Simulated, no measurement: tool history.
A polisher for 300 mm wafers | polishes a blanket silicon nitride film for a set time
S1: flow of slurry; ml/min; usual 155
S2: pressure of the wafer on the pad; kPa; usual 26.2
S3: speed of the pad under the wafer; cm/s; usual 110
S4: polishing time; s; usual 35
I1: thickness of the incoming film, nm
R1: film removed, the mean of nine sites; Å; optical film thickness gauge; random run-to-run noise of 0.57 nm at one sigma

run     day   S1    S2   S3  S4     I1   R1
  1   0.000  155  26.2  110  35  897.4  548
  2   0.396  155  26.2  110  35  905.8  553
  3   1.071  155  21.4  130  35  896.0  530
  4   1.450  155  21.4  130  35  883.4  531
      1.688  -- slurry nozzle cleaned
  5   1.842  155  26.2  118  35  895.1  621
  6   2.250  155  26.2  110  35  899.7  587
  7   2.825  155  26.2  110  35  914.5  568
  8   3.554  155  26.2  110  35  902.4  559
  9   5.029  155  26.2  110  35  902.1  526
      5.208  -- worn pad replaced by a new one
 10   5.571  110  26.2   80  35  899.8  414
 11   6.167  110  26.2   80  35  908.4  410
 12   6.625  130  29.6  110  35  897.5  606
 13   7.117  155  26.2  110  35  897.2  564
 14   7.392  155  26.2  110  35  917.6  569
 15   7.842  155  26.2  110  35  910.4  556
 16   9.229  155  26.2  110  35  900.7  541
 17   9.612  155  26.2  110  35  894.9  533
      9.838  -- head pressure recalibrated
 18  10.333  155  30.3  124  28  915.7  529
 19  10.779  180  26.2  110  32  887.9  496
     11.296  -- worn pad replaced by a new one
 20  11.529  195  29.6  110  35  902.6  665
 21  12.133  130  26.2  138  35  911.0  638
 22  12.467  155  26.2  110  35  906.2  556
     12.783  -- slurry nozzle cleaned
 23  13.717  195  26.2  110  35  884.4  615
 24  14.233  180  31.7   88  43  894.7  721
 25  14.883  170  17.9  142  35  912.1  540
 26  15.546  115  26.2  110  35  919.9  512
 27  15.950  155  26.2   90  28  887.3  381
 28  16.633  185  32.4  130  42  905.9  922
     16.954  -- worn pad replaced by a new one
 29  18.633  120  22.8   80  35  886.8  353
 30  19.262  155  26.2   76  35  912.9  411
 31  19.675  135  22.1   90  38  902.9  423
 32  20.262  135  22.1   90  38  906.0  411
 33  20.804  190  26.2  110  35  900.5  556
 34  21.096  155  26.2  110  35  902.3  530
 35  21.821  155  30.3  110  35  892.2  582
 36  22.417  155  26.2  110  35  882.4  508
 37  22.821  190  22.8  136  46  893.5  751
 38  23.333  130  20.0  110  35  892.0  375

Each row is a separate what-if for the run after 38, all from the same tool condition, not one after another. Results?
  A  23.350  155  26.2  110  35  908.3   ?
  B  23.350  115  29.0  124  24  908.3   ?
  C  23.350  135  26.2   76  35  908.3   ?

run   R1
  A  496
  B  365
  C  353
The same runs, with their run-to-run variation unchanged, on a tool lacking any hidden condition would have given:
run   R1
  A  624
  B  478
  C  451

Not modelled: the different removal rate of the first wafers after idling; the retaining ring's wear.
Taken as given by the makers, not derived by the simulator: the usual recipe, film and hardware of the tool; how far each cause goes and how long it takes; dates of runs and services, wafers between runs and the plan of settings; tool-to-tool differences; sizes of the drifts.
